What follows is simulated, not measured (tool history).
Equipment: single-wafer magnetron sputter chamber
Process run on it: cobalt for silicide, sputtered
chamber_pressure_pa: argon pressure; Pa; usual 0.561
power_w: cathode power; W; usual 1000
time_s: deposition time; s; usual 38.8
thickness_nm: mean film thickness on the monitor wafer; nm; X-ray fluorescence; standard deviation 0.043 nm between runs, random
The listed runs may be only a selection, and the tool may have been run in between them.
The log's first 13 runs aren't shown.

run	hour	chamber_pressure_pa	power_w	time_s	read-back reference wafer on the same gauge, thickness_nm	thickness_nm
# hour 157.3: gauge calibrated
14	159.7	0.561	1000	38.8	20.087	19.385
# hour 172.7: capacitance manometer re-zeroed and calibrated
15	173.2	0.561	1000	38.8	20.105	19.362
16	180.3	0.561	800	35.8	20.081	14.357
17	186.5	0.561	1000	41.1	20.114	20.565
18	203.6	0.561	1000	38.8	20.077	19.377
# hour 216: magnet pack replaced
19	219.3	0.561	1100	38.8	20.105	21.285
20	232.2	0.561	1000	38.8	20.109	19.35
21	244.4	0.561	1000	38.8	20.098	19.402
22	260.5	0.561	1100	31.4	20.093	17.222
23	272	0.561	800	46.5	20.083	18.541
24	278	0.561	1000	45.9	20.1	22.889
25	293.2	0.561	1000	38.8	20.084	19.346
# hour 303.2: sputter target and shields replaced
26	341.7	0.457	1100	34.2	20.105	19.804
27	352	0.561	750	38.8	20.088	14.669
28	362.1	0.337	1000	38.8	20.091	21.135
29	372	0.443	900	35.1	20.09	16.625
30	389	0.476	1100	36.7	20.081	20.933
31	404.3	0.718	1100	38.8	20.121	20.281

Predict each of these 3 candidate next runs independently; none follows another, all start after run 31:
A	404.7	0.561	1150	38.8	?	?
B	404.7	0.663	1000	45.3	?	?
C	404.7	0.505	1150	43.1	?	?

run	read-back reference wafer on the same gauge, thickness_nm	thickness_nm
A	20.094	22.318
B	20.094	21.866
C	20.094	25.294
Take away the tool's hidden state, keep each run's random variation, and the runs would have read:
run	thickness_nm
A	22.73
B	22.269
C	25.76
